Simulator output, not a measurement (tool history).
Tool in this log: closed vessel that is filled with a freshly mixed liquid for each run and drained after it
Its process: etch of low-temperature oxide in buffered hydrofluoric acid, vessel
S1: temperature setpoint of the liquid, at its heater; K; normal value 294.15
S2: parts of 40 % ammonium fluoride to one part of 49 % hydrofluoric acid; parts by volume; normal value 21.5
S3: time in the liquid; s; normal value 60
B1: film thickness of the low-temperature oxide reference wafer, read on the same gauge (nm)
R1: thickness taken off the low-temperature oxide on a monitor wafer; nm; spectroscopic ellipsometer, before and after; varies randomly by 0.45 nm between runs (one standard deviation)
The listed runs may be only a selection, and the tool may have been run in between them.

run	hour	S1	S2	S3	B1	R1
1	0	290.65	28	60	119.99	36.15
2	38.3	294.15	21.5	60	120	51.99
3	100.2	294.15	16	60	120.02	69.91
4	149.1	294.15	16	60	120	69.55
5	208.3	294.15	21.5	60	120.02	52.89
6	275.2	294.15	21.5	60	120	53.28
7	302.3	294.15	21.5	60	120	53.54
8	334.3	294.15	19.5	60	119.99	58.19
9	372.1	291.15	16	30	119.99	29.95
10	434	292.15	24	35	120.02	25.95
11	492.8	298.15	18	35	120.01	46.36
12	536.8	290.15	25.5	60	120	37.46
13	586.8	294.15	21.5	50	119.99	41.27
14	614.1	290.15	18.5	85	120	64.2
15	671.5	294.15	21.5	60	120.02	49.73
16	756	298.65	14	60	120	104.47
17	795.8	294.15	15	60	119.99	77.64
18	850.4	294.15	21.5	60	120	54.21
19	978.6	294.15	16.5	60	120	69.68
20	1026.7	298.15	24	70	120	73.57
21	1071.8	294.15	27.5	45	120	32.37
22	1126.7	294.15	21.5	90	119.99	75.74
23	1174.4	294.15	21.5	60	120.02	50.02
24	1219.2	298.15	18.5	35	120.02	43.11
25	1280.5	296.65	18.5	60	120.01	67.66
26	1318.1	294.15	21.5	60	120	50.56
27	1361.7	294.15	28	85	119.98	65.39
28	1408.9	294.15	17	60	120.01	68.24
29	1445.2	290.65	28	60	120	37.59
30	1498.3	296.65	26	90	120	83.68
31	1523.6	290.65	21.5	60	120.02	43.43

Put back what was entered between runs (8 entries, withheld): which listed runs does each sit between, and how does the hidden state differ from the listed run before to the listed run after?
In the gap between runs 3 and 4: hydrofluoric acid flow meter replaced (hour 106.7); thermometer replaced (hour 146.7)
  liquid colder than its thermometer reads (K): 1.13 -> 0.253; hydrofluoric acid flow above the setpoint (%): 8.86 -> 2.02
  difference, measured minus the result without the unlogged condition, R1: +1.41 -> +0.4 nm
In the gap between runs 12 and 13: hydrofluoric acid flow meter replaced (hour 564.3)
  liquid colder than its thermometer reads (K): 1.04 -> 1.14; hydrofluoric acid flow above the setpoint (%): 9.43 -> 0.947
  difference, measured minus the result without the unlogged condition, R1: +0.1 -> -2.44 nm
In the gap between runs 15 and 16: thermometer replaced (hour 702.8)
  liquid colder than its thermometer reads (K): 1.32 -> 0.139; hydrofluoric acid flow above the setpoint (%): 2.56 -> 4.18
  difference, measured minus the result without the unlogged condition, R1: -2.89 -> +3.35 nm
In the gap between runs 18 and 19: gauge calibrated (hour 938.7)
  liquid colder than its thermometer reads (K): 0.331 -> 0.591; hydrofluoric acid flow above the setpoint (%): 5.98 -> 8.43
  difference, measured minus the result without the unlogged condition, R1: +1.16 -> +3.18 nm
In the gap between runs 20 and 21: hydrofluoric acid flow meter replaced (hour 1049.8)
  liquid colder than its thermometer reads (K): 0.689 -> 0.781; hydrofluoric acid flow above the setpoint (%): 9.35 -> 0.449
  difference, measured minus the result without the unlogged condition, R1: +1.73 -> -1.35 nm
In the gap between runs 26 and 27: thermometer replaced (hour 1330)
  liquid colder than its thermometer reads (K): 1.28 -> 0.0737; hydrofluoric acid flow above the setpoint (%): 5.16 -> 5.99
  difference, measured minus the result without the unlogged condition, R1: -1.91 -> +2.33 nm
In the gap between runs 30 and 31: hydrofluoric acid flow meter replaced (hour 1510.5)
  liquid colder than its thermometer reads (K): 0.352 -> 0.403; hydrofluoric acid flow above the setpoint (%): 8.6 -> 0.881
  difference, measured minus the result without the unlogged condition, R1: +3.08 -> -0.74 nm

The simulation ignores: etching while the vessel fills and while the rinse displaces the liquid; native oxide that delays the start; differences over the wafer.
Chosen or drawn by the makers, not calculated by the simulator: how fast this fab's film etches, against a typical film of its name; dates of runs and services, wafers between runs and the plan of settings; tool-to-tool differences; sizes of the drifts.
